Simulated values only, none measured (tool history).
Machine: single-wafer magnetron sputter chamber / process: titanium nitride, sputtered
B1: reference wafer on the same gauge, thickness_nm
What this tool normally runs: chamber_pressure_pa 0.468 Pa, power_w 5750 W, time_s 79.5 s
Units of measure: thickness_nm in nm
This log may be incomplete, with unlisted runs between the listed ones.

{"run": 1, "hour": 0.0, "chamber_pressure_pa": 0.382, "power_w": 6650, "time_s": 79.5, "B1": 75.467, "thickness_nm": 97.024}
{"run": 2, "hour": 46.9, "chamber_pressure_pa": 0.468, "power_w": 5750, "time_s": 79.5, "B1": 75.482, "thickness_nm": 83.119}
{"hour": 193.3, "done": "sputter target and shields replaced"}
{"run": 3, "hour": 256.5, "chamber_pressure_pa": 0.468, "power_w": 5750, "time_s": 79.5, "B1": 75.518, "thickness_nm": 82.91}
{"run": 4, "hour": 283.2, "chamber_pressure_pa": 0.468, "power_w": 5750, "time_s": 79.5, "B1": 75.567, "thickness_nm": 82.406}
{"run": 5, "hour": 309.0, "chamber_pressure_pa": 0.468, "power_w": 5750, "time_s": 79.5, "B1": 75.516, "thickness_nm": 82.884}
{"run": 6, "hour": 336.9, "chamber_pressure_pa": 0.468, "power_w": 5750, "time_s": 79.5, "B1": 75.547, "thickness_nm": 82.379}
{"run": 7, "hour": 380.3, "chamber_pressure_pa": 0.468, "power_w": 6150, "time_s": 89.9, "B1": 75.501, "thickness_nm": 98.829}
{"run": 8, "hour": 429.6, "chamber_pressure_pa": 0.468, "power_w": 6150, "time_s": 89.9, "B1": 75.469, "thickness_nm": 98.636}
{"run": 9, "hour": 500.8, "chamber_pressure_pa": 0.468, "power_w": 5750, "time_s": 79.5, "B1": 75.484, "thickness_nm": 82.295}
{"run": 10, "hour": 544.9, "chamber_pressure_pa": 0.468, "power_w": 5750, "time_s": 79.5, "B1": 75.542, "thickness_nm": 82.397}
{"hour": 566.2, "done": "sputter target and shields replaced"}
{"hour": 608.0, "done": "magnet pack replaced"}
{"run": 11, "hour": 608.8, "chamber_pressure_pa": 0.468, "power_w": 5750, "time_s": 79.5, "B1": 75.413, "thickness_nm": 82.193}
{"run": 12, "hour": 668.8, "chamber_pressure_pa": 0.468, "power_w": 5750, "time_s": 68.4, "B1": 75.452, "thickness_nm": 70.901}
{"run": 13, "hour": 740.2, "chamber_pressure_pa": 0.468, "power_w": 5750, "time_s": 68.4, "B1": 75.469, "thickness_nm": 70.346}
{"run": 14, "hour": 781.3, "chamber_pressure_pa": 0.56, "power_w": 5750, "time_s": 79.5, "B1": 75.5, "thickness_nm": 78.756}
{"run": 15, "hour": 822.1, "chamber_pressure_pa": 0.56, "power_w": 5750, "time_s": 79.5, "B1": 75.537, "thickness_nm": 78.548}
{"run": 16, "hour": 875.3, "chamber_pressure_pa": 0.468, "power_w": 5750, "time_s": 79.5, "B1": 75.522, "thickness_nm": 81.791}
{"hour": 902.9, "done": "sputter target and shields replaced"}
{"run": 17, "hour": 906.8, "chamber_pressure_pa": 0.468, "power_w": 5750, "time_s": 79.5, "B1": 75.479, "thickness_nm": 81.798}
{"run": 18, "hour": 962.0, "chamber_pressure_pa": 0.468, "power_w": 5750, "time_s": 79.5, "B1": 75.498, "thickness_nm": 81.362}
{"hour": 991.2, "done": "capacitance manometer re-zeroed and calibrated"}
{"run": 19, "hour": 1023.9, "chamber_pressure_pa": 0.468, "power_w": 5750, "time_s": 95.0, "B1": 75.517, "thickness_nm": 99.538}
{"run": 20, "hour": 1057.8, "chamber_pressure_pa": 0.551, "power_w": 5400, "time_s": 68.3, "B1": 75.565, "thickness_nm": 65.64}
{"run": 21, "hour": 1128.4, "chamber_pressure_pa": 0.468, "power_w": 6250, "time_s": 79.5, "B1": 75.501, "thickness_nm": 89.036}
{"run": 22, "hour": 1210.7, "chamber_pressure_pa": 0.654, "power_w": 5750, "time_s": 88.6, "B1": 75.446, "thickness_nm": 85.777}
{"hour": 1234.5, "done": "sputter target and shields replaced"}
{"run": 23, "hour": 1245.6, "chamber_pressure_pa": 0.468, "power_w": 6950, "time_s": 68.2, "B1": 75.501, "thickness_nm": 83.622}
{"run": 24, "hour": 1270.2, "chamber_pressure_pa": 0.56, "power_w": 6450, "time_s": 79.5, "B1": 75.472, "thickness_nm": 88.123}
{"hour": 1288.4, "done": "gauge calibrated"}
{"run": 25, "hour": 1329.0, "chamber_pressure_pa": 0.468, "power_w": 5750, "time_s": 79.5, "B1": 75.518, "thickness_nm": 83.257}
{"run": 26, "hour": 1445.9, "chamber_pressure_pa": 0.468, "power_w": 5750, "time_s": 64.8, "B1": 75.577, "thickness_nm": 67.963}
{"run": 27, "hour": 1515.6, "chamber_pressure_pa": 0.468, "power_w": 5750, "time_s": 79.5, "B1": 75.46, "thickness_nm": 82.904}
{"run": 28, "hour": 1541.3, "chamber_pressure_pa": 0.468, "power_w": 5750, "time_s": 66.2, "B1": 75.512, "thickness_nm": 69.4}
{"hour": 1569.0, "done": "sputter target and shields replaced"}
{"run": 29, "hour": 1587.5, "chamber_pressure_pa": 0.468, "power_w": 4550, "time_s": 92.0, "B1": 75.51, "thickness_nm": 79.945}
{"run": 30, "hour": 1644.2, "chamber_pressure_pa": 0.575, "power_w": 6150, "time_s": 79.5, "B1": 75.507, "thickness_nm": 83.609}
{"run": 31, "hour": 1700.8, "chamber_pressure_pa": 0.468, "power_w": 5750, "time_s": 79.5, "B1": 75.568, "thickness_nm": 83.071}
{"run": 32, "hour": 1745.0, "chamber_pressure_pa": 0.468, "power_w": 5750, "time_s": 79.5, "B1": 75.561, "thickness_nm": 83.308}
{"run": 33, "hour": 1781.1, "chamber_pressure_pa": 0.303, "power_w": 5750, "time_s": 79.5, "B1": 75.484, "thickness_nm": 88.989}

Each row is a separate what-if for the run after 33, all from the same tool condition, not one after another. Results?
{"run": "A", "hour": 1781.5, "chamber_pressure_pa": 0.468, "power_w": 5750, "time_s": 79.5, "B1": "?", "thickness_nm": "?"}
{"run": "B", "hour": 1781.5, "chamber_pressure_pa": 0.59, "power_w": 4700, "time_s": 69.5, "B1": "?", "thickness_nm": "?"}
{"run": "C", "hour": 1781.5, "chamber_pressure_pa": 0.403, "power_w": 5750, "time_s": 71.4, "B1": "?", "thickness_nm": "?"}

run=A B1=75.470 thickness_nm=82.974
run=B B1=75.470 thickness_nm=58.450
run=C B1=75.470 thickness_nm=76.699
Take away the tool's hidden state, keep each run's random variation, and the runs would have read:
run=A thickness_nm=83.249
run=B thickness_nm=58.699
run=C thickness_nm=76.913
